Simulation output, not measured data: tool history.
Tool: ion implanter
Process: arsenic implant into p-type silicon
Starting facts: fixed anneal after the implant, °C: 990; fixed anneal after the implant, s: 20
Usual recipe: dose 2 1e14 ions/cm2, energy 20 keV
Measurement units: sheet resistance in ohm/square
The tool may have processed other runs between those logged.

run     day  dose  energy  wafers since the last listed run  hours since the last dose calibration  hours since the extraction supply was calibrated  hours since the gauge calibration  read-back reference wafer on the same gauge, sheet resistance  sheet resistance
  1       0     2    18.5                                 0                                    170                                            2691.5                              305.7                                                         455.73             422.5
  2   1.183     2    18.5                               544                                  198.4                                            2719.9                              334.1                                                         455.94            421.63
  3   2.258     2    18.5                               494                                  224.2                                            2745.7                              359.9                                                         456.04            420.25
  4   3.904  1.55      20                               756                                  263.7                                            2785.2                              399.4                                                         456.07            503.07
  5    5.05  1.55      20                               526                                  291.2                                            2812.7                              426.9                                                         456.07            502.24
  6   6.325  1.55      20                               586                                  321.8                                            2843.3                              457.5                                                          455.9            502.19
  7   8.608     2      20                              1049                                  376.6                                            2898.1                              512.3                                                         456.08            416.93
  8  10.279     2      20                               768                                  416.7                                            2938.2                              552.4                                                         456.11            414.19
  9  12.988   2.4      20                              1245                                  481.7                                            3003.2                              617.4                                                         455.99            362.12
 10  14.758   2.4      20                               814                                  524.2                                            3045.7                              659.9                                                         456.08            362.01
 11  16.946   2.4      20                              1005                                  576.7                                            3098.2                              712.4                                                            456            361.47
 12  19.288     2      20                              1076                                  632.9                                            3154.4                              768.6                                                         455.99            415.25
 13  20.704     2      20                               651                                  666.9                                            3188.4                              802.6                                                         455.97            414.18
 14  22.221  1.68    14.5                               697                                  703.3                                            3224.8                                839                                                         456.07            491.64
      22.75  -- extraction supply calibrated
 15  25.012     2      20                              1130                                  770.3                                              54.3                                906                                                         455.97            413.53
 16  27.796  1.51      17                              1279                                  837.1                                             121.1                              972.8                                                         456.01             521.6
 17  30.571     2      20                              1275                                  903.7                                             187.7                             1039.4                                                         456.02            414.84
 18   32.05  2.59      14                               680                                  939.2                                             223.2                             1074.9                                                         456.02            356.89
     32.404  -- gauge calibrated
 19  34.417   2.6      20                              1088                                    996                                               280                               48.3                                                         456.02            339.22
 20   36.65  2.49      25                              1026                                 1049.6                                             333.6                              101.9                                                         455.81            338.66
 21  38.033     2      18                               636                                 1082.8                                             366.8                              135.1                                                            456            419.23
      39.85  -- Faraday cup replaced and dose calibrated
 22  40.471  1.83      24                               967                                   14.9                                             425.3                              193.6                                                         456.05            437.79
 23  43.017     2      20                              1170                                     76                                             486.4                              254.7                                                         456.14            419.24
 24  50.229  1.58      20                              3316                                  249.1                                             659.5                              427.8                                                         456.15            493.82
 25  57.304     2      20                              3252                                  418.9                                             829.3                              597.6                                                         456.03            413.89
 26  59.158  1.77      24                               852                                  463.4                                             873.8                              642.1                                                         455.79            442.84

The logged runs with the hidden state left out (each run's random variation unchanged):
Hidden conditions of the tool in this case: deviation of the true dose from the Faraday cup's reading, %; deviation of the true energy from its setpoint, %; gauge reads high (%).
run  sheet resistance
  1             425.6
  2            425.09
  3            424.03
  4            508.03
  5            507.53
  6            507.83
  7            422.16
  8            419.69
  9            367.34
 10            367.45
 11            367.14
 12            421.96
 13            421.01
 14            499.96
 15             420.7
 16            530.78
 17            422.36
 18            363.56
 19            345.57
 20            345.01
 21            427.16
 22            438.21
 23             420.8
 24            498.47
 25            419.37
 26            448.93
